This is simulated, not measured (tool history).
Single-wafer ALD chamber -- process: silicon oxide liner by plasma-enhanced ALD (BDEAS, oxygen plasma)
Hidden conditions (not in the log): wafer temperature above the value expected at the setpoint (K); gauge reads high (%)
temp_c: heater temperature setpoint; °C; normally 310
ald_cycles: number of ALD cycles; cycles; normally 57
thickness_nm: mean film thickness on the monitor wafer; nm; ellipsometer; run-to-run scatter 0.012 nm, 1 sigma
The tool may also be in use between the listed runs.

| run | hour | temp_c | ald_cycles | wafers since the last listed run | hours since the last thermocouple change | hours since the gauge calibration | read-back reference wafer on the same gauge, thickness_nm | thickness_nm |
|---|---|---|---|---|---|---|---|---|
| 1 | 0.0 | 310 | 57 | 0 | 936.9 | 607.5 | 4.718 | 4.832 |
| 2 | 107.4 | 310 | 57 | 575 | 1044.3 | 714.9 | 4.720 | 4.825 |
| 3 | 204.1 | 310 | 57 | 518 | 1141.0 | 811.6 | 4.720 | 4.828 |
| 4 | 269.4 | 310 | 57 | 349 | 1206.3 | 876.9 | 4.720 | 4.833 |
| 5 | 367.7 | 310 | 57 | 526 | 1304.6 | 975.2 | 4.718 | 4.851 |
| 6 | 468.7 | 310 | 57 | 541 | 1405.6 | 1076.2 | 4.720 | 4.851 |
| 7 | 574.7 | 310 | 57 | 568 | 1511.6 | 1182.2 | 4.721 | 4.832 |
| 8 | 680.9 | 310 | 57 | 569 | 1617.8 | 1288.4 | 4.721 | 4.838 |
| 9 | 735.7 | 310 | 57 | 293 | 1672.6 | 1343.2 | 4.718 | 4.863 |
| 10 | 833.5 | 310 | 57 | 524 | 1770.4 | 1441.0 | 4.718 | 4.840 |
|  | 948.6 | thermocouple changed; heater temperature recalibrated |
| 11 | 1018.2 | 310 | 57 | 946 | 69.6 | 1625.7 | 4.723 | 4.824 |
| 12 | 1101.2 | 310 | 57 | 444 | 152.6 | 1708.7 | 4.721 | 4.811 |
| 13 | 1169.2 | 313 | 65 | 364 | 220.6 | 1776.7 | 4.721 | 5.473 |
| 14 | 1249.8 | 313 | 65 | 431 | 301.2 | 1857.3 | 4.720 | 5.465 |
| 15 | 1318.7 | 313 | 65 | 369 | 370.1 | 1926.2 | 4.719 | 5.443 |
| 16 | 1473.5 | 310 | 57 | 829 | 524.9 | 2081.0 | 4.721 | 4.819 |
|  | 1520.5 | gauge calibrated |
| 17 | 1579.6 | 310 | 57 | 568 | 631.0 | 59.1 | 4.718 | 4.808 |
| 18 | 1633.1 | 310 | 57 | 286 | 684.5 | 112.6 | 4.722 | 4.835 |
| 19 | 1737.5 | 310 | 57 | 559 | 788.9 | 217.0 | 4.725 | 4.811 |
| 20 | 1816.9 | 310 | 57 | 425 | 868.3 | 296.4 | 4.722 | 4.821 |
| 21 | 1903.3 | 310 | 57 | 462 | 954.7 | 382.8 | 4.723 | 4.825 |
| 22 | 1956.7 | 306 | 48 | 286 | 1008.1 | 436.2 | 4.722 | 4.082 |
| 23 | 2061.5 | 317 | 46 | 561 | 1112.9 | 541.0 | 4.722 | 3.851 |
| 24 | 2153.8 | 310 | 57 | 494 | 1205.2 | 633.3 | 4.721 | 4.816 |
| 25 | 2230.7 | 322 | 63 | 412 | 1282.1 | 710.2 | 4.720 | 5.267 |
| 26 | 2293.8 | 298 | 47 | 338 | 1345.2 | 773.3 | 4.719 | 4.121 |
| 27 | 2346.5 | 310 | 48 | 282 | 1397.9 | 826.0 | 4.720 | 4.085 |
| 28 | 2453.4 | 301 | 62 | 572 | 1504.8 | 932.9 | 4.718 | 5.395 |
|  | 2556.2 | thermocouple changed; heater temperature recalibrated |
| 29 | 2556.7 | 297 | 67 | 510 | 0.5 | 1036.2 | 4.720 | 5.794 |
| 30 | 2595.4 | 310 | 57 | 207 | 39.2 | 1074.9 | 4.724 | 4.792 |
| 31 | 2675.8 | 306 | 53 | 430 | 119.6 | 1155.3 | 4.722 | 4.481 |
| 32 | 2765.6 | 310 | 57 | 481 | 209.4 | 1245.1 | 4.720 | 4.805 |
| 33 | 2838.8 | 321 | 48 | 392 | 282.6 | 1318.3 | 4.720 | 3.977 |
| 34 | 2907.1 | 310 | 57 | 365 | 350.9 | 1386.6 | 4.723 | 4.812 |
| 35 | 3068.7 | 321 | 50 | 865 | 512.5 | 1548.2 | 4.721 | 4.152 |
| 36 | 3139.9 | 317 | 61 | 381 | 583.7 | 1619.4 | 4.721 | 5.119 |
| 37 | 3218.8 | 310 | 57 | 422 | 662.6 | 1698.3 | 4.718 | 4.807 |
| 38 | 3311.3 | 301 | 54 | 495 | 755.1 | 1790.8 | 4.722 | 4.667 |
| 39 | 3442.6 | 300 | 64 | 703 | 886.4 | 1922.1 | 4.718 | 5.531 |
| 40 | 3523.6 | 315 | 64 | 434 | 967.4 | 2003.1 | 4.718 | 5.375 |
| 41 | 3584.7 | 310 | 57 | 327 | 1028.5 | 2064.2 | 4.718 | 4.820 |
| 42 | 3632.0 | 310 | 57 | 253 | 1075.8 | 2111.5 | 4.721 | 4.833 |

Consider 3 possible next runs. They are alternatives, not a sequence: every one starts from the tool as it was left by run 42. What does each give?
| A | 3632.5 | 310 | 57 | 2 | 1076.3 | 2112.0 | ? | ? |
| B | 3632.5 | 310 | 46 | 2 | 1076.3 | 2112.0 | ? | ? |
| C | 3632.5 | 317 | 57 | 2 | 1076.3 | 2112.0 | ? | ? |

| run | read-back reference wafer on the same gauge, thickness_nm | thickness_nm |
|---|---|---|
| A | 4.718 | 4.821 |
| B | 4.718 | 3.891 |
| C | 4.718 | 4.774 |
Had the tool no hidden state, the same runs would have come out as:
| run | thickness_nm |
|---|---|
| A | 4.791 |
| B | 3.867 |
| C | 4.744 |
